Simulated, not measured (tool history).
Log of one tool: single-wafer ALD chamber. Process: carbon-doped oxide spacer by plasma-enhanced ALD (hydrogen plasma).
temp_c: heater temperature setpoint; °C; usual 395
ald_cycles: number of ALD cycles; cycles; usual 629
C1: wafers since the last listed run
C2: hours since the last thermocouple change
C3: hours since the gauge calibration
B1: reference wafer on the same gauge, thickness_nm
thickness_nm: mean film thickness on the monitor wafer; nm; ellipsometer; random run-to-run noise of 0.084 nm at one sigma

{"run": 1, "hour": 0.0, "temp_c": 400, "ald_cycles": 704, "C1": 0, "C2": 1482.1, "C3": 1198.7, "B1": 30.469, "thickness_nm": 37.379}
{"run": 2, "hour": 27.1, "temp_c": 391, "ald_cycles": 699, "C1": 12, "C2": 1509.2, "C3": 1225.8, "B1": 30.478, "thickness_nm": 36.933}
{"run": 3, "hour": 57.0, "temp_c": 391, "ald_cycles": 699, "C1": 14, "C2": 1539.1, "C3": 1255.7, "B1": 30.445, "thickness_nm": 37.112}
{"run": 4, "hour": 118.0, "temp_c": 395, "ald_cycles": 629, "C1": 29, "C2": 1600.1, "C3": 1316.7, "B1": 30.453, "thickness_nm": 33.296}
{"run": 5, "hour": 316.4, "temp_c": 395, "ald_cycles": 629, "C1": 95, "C2": 1798.5, "C3": 1515.1, "B1": 30.387, "thickness_nm": 33.239}
{"run": 6, "hour": 380.2, "temp_c": 395, "ald_cycles": 629, "C1": 30, "C2": 1862.3, "C3": 1578.9, "B1": 30.439, "thickness_nm": 33.356}
{"run": 7, "hour": 430.7, "temp_c": 395, "ald_cycles": 629, "C1": 24, "C2": 1912.8, "C3": 1629.4, "B1": 30.37, "thickness_nm": 33.433}
{"run": 8, "hour": 516.4, "temp_c": 395, "ald_cycles": 629, "C1": 41, "C2": 1998.5, "C3": 1715.1, "B1": 30.377, "thickness_nm": 33.413}
{"run": 9, "hour": 569.7, "temp_c": 390, "ald_cycles": 687, "C1": 25, "C2": 2051.8, "C3": 1768.4, "B1": 30.356, "thickness_nm": 36.439}
{"run": 10, "hour": 614.9, "temp_c": 390, "ald_cycles": 687, "C1": 21, "C2": 2097, "C3": 1813.6, "B1": 30.339, "thickness_nm": 36.395}
{"hour": 637.9, "done": "thermocouple changed; heater temperature recalibrated"}
{"run": 11, "hour": 646.7, "temp_c": 403, "ald_cycles": 709, "C1": 11, "C2": 8.8, "C3": 1845.4, "B1": 30.291, "thickness_nm": 37.249}
{"run": 12, "hour": 677.9, "temp_c": 395, "ald_cycles": 629, "C1": 14, "C2": 40, "C3": 1876.6, "B1": 30.342, "thickness_nm": 33.375}
{"run": 13, "hour": 715.6, "temp_c": 383, "ald_cycles": 549, "C1": 18, "C2": 77.7, "C3": 1914.3, "B1": 30.367, "thickness_nm": 28.992}
{"run": 14, "hour": 770.6, "temp_c": 383, "ald_cycles": 549, "C1": 26, "C2": 132.7, "C3": 1969.3, "B1": 30.351, "thickness_nm": 28.946}
{"run": 15, "hour": 809.5, "temp_c": 400, "ald_cycles": 584, "C1": 18, "C2": 171.6, "C3": 2008.2, "B1": 30.301, "thickness_nm": 30.812}
{"run": 16, "hour": 841.5, "temp_c": 400, "ald_cycles": 584, "C1": 15, "C2": 203.6, "C3": 2040.2, "B1": 30.303, "thickness_nm": 30.79}
{"run": 17, "hour": 872.1, "temp_c": 400, "ald_cycles": 584, "C1": 14, "C2": 234.2, "C3": 2070.8, "B1": 30.278, "thickness_nm": 30.747}
{"run": 18, "hour": 927.9, "temp_c": 395, "ald_cycles": 543, "C1": 26, "C2": 290, "C3": 2126.6, "B1": 30.307, "thickness_nm": 28.578}
{"hour": 966.1, "done": "gauge calibrated"}
{"run": 19, "hour": 973.8, "temp_c": 395, "ald_cycles": 543, "C1": 21, "C2": 335.9, "C3": 7.7, "B1": 30.725, "thickness_nm": 29.169}
{"run": 20, "hour": 1011.6, "temp_c": 395, "ald_cycles": 543, "C1": 18, "C2": 373.7, "C3": 45.5, "B1": 30.728, "thickness_nm": 28.908}
{"run": 21, "hour": 1074.6, "temp_c": 395, "ald_cycles": 629, "C1": 30, "C2": 436.7, "C3": 108.5, "B1": 30.696, "thickness_nm": 33.596}
{"run": 22, "hour": 1128.9, "temp_c": 389, "ald_cycles": 733, "C1": 26, "C2": 491, "C3": 162.8, "B1": 30.696, "thickness_nm": 39.177}
{"run": 23, "hour": 1197.6, "temp_c": 403, "ald_cycles": 709, "C1": 32, "C2": 559.7, "C3": 231.5, "B1": 30.694, "thickness_nm": 37.561}
{"run": 24, "hour": 1240.8, "temp_c": 400, "ald_cycles": 721, "C1": 20, "C2": 602.9, "C3": 274.7, "B1": 30.641, "thickness_nm": 38.454}
{"run": 25, "hour": 1273.8, "temp_c": 390, "ald_cycles": 588, "C1": 15, "C2": 635.9, "C3": 307.7, "B1": 30.672, "thickness_nm": 31.368}
{"run": 26, "hour": 1317.0, "temp_c": 381, "ald_cycles": 661, "C1": 20, "C2": 679.1, "C3": 350.9, "B1": 30.604, "thickness_nm": 35.187}
{"run": 27, "hour": 1358.3, "temp_c": 387, "ald_cycles": 663, "C1": 19, "C2": 720.4, "C3": 392.2, "B1": 30.638, "thickness_nm": 35.382}
{"run": 28, "hour": 1388.2, "temp_c": 395, "ald_cycles": 629, "C1": 14, "C2": 750.3, "C3": 422.1, "B1": 30.604, "thickness_nm": 33.385}
{"run": 29, "hour": 1448.9, "temp_c": 395, "ald_cycles": 629, "C1": 29, "C2": 811, "C3": 482.8, "B1": 30.575, "thickness_nm": 33.533}
{"run": 30, "hour": 1484.4, "temp_c": 381, "ald_cycles": 516, "C1": 17, "C2": 846.5, "C3": 518.3, "B1": 30.598, "thickness_nm": 27.447}
{"run": 31, "hour": 1553.8, "temp_c": 395, "ald_cycles": 742, "C1": 33, "C2": 915.9, "C3": 587.7, "B1": 30.589, "thickness_nm": 39.675}
{"run": 32, "hour": 1625.4, "temp_c": 385, "ald_cycles": 697, "C1": 34, "C2": 987.5, "C3": 659.3, "B1": 30.568, "thickness_nm": 37.106}
{"run": 33, "hour": 1677.1, "temp_c": 395, "ald_cycles": 629, "C1": 24, "C2": 1039.2, "C3": 711, "B1": 30.537, "thickness_nm": 33.564}
{"run": 34, "hour": 1709.2, "temp_c": 390, "ald_cycles": 687, "C1": 15, "C2": 1071.3, "C3": 743.1, "B1": 30.573, "thickness_nm": 36.528}
{"run": 35, "hour": 1742.9, "temp_c": 404, "ald_cycles": 629, "C1": 16, "C2": 1105, "C3": 776.8, "B1": 30.536, "thickness_nm": 33.342}
{"run": 36, "hour": 1812.1, "temp_c": 404, "ald_cycles": 671, "C1": 33, "C2": 1174.2, "C3": 846, "B1": 30.535, "thickness_nm": 35.317}
{"run": 37, "hour": 1845.8, "temp_c": 385, "ald_cycles": 697, "C1": 16, "C2": 1207.9, "C3": 879.7, "B1": 30.525, "thickness_nm": 36.964}
{"run": 38, "hour": 1910.6, "temp_c": 395, "ald_cycles": 629, "C1": 31, "C2": 1272.7, "C3": 944.5, "B1": 30.483, "thickness_nm": 33.49}
{"run": 39, "hour": 1948.7, "temp_c": 383, "ald_cycles": 731, "C1": 18, "C2": 1310.8, "C3": 982.6, "B1": 30.494, "thickness_nm": 38.711}
{"run": 40, "hour": 1973.4, "temp_c": 389, "ald_cycles": 555, "C1": 11, "C2": 1335.5, "C3": 1007.3, "B1": 30.487, "thickness_nm": 29.491}
{"run": 41, "hour": 2013.6, "temp_c": 395, "ald_cycles": 629, "C1": 19, "C2": 1375.7, "C3": 1047.5, "B1": 30.502, "thickness_nm": 33.277}
{"run": 42, "hour": 2073.7, "temp_c": 382, "ald_cycles": 629, "C1": 28, "C2": 1435.8, "C3": 1107.6, "B1": 30.516, "thickness_nm": 33.306}

Branching from run 42: 5 alternative next runs. What would each branch give?
{"run": "A", "hour": 2075.1, "temp_c": 395, "ald_cycles": 569, "C1": 0, "C2": 1437.2, "C3": 1109, "B1": "?", "thickness_nm": "?"}
{"run": "B", "hour": 2075.1, "temp_c": 401, "ald_cycles": 741, "C1": 0, "C2": 1437.2, "C3": 1109, "B1": "?", "thickness_nm": "?"}
{"run": "C", "hour": 2075.1, "temp_c": 395, "ald_cycles": 536, "C1": 0, "C2": 1437.2, "C3": 1109, "B1": "?", "thickness_nm": "?"}
{"run": "D", "hour": 2075.1, "temp_c": 388, "ald_cycles": 560, "C1": 0, "C2": 1437.2, "C3": 1109, "B1": "?", "thickness_nm": "?"}
{"run": "E", "hour": 2075.1, "temp_c": 391, "ald_cycles": 715, "C1": 0, "C2": 1437.2, "C3": 1109, "B1": "?", "thickness_nm": "?"}

run=A B1=30.428 thickness_nm=30.232
run=B B1=30.428 thickness_nm=39.337
run=C B1=30.428 thickness_nm=28.478
run=D B1=30.428 thickness_nm=29.754
run=E B1=30.428 thickness_nm=37.989
Without the tool's hidden state the same runs would have given:
run=A thickness_nm=30.461
run=B thickness_nm=39.635
run=C thickness_nm=28.694
run=D thickness_nm=29.979
run=E thickness_nm=38.277
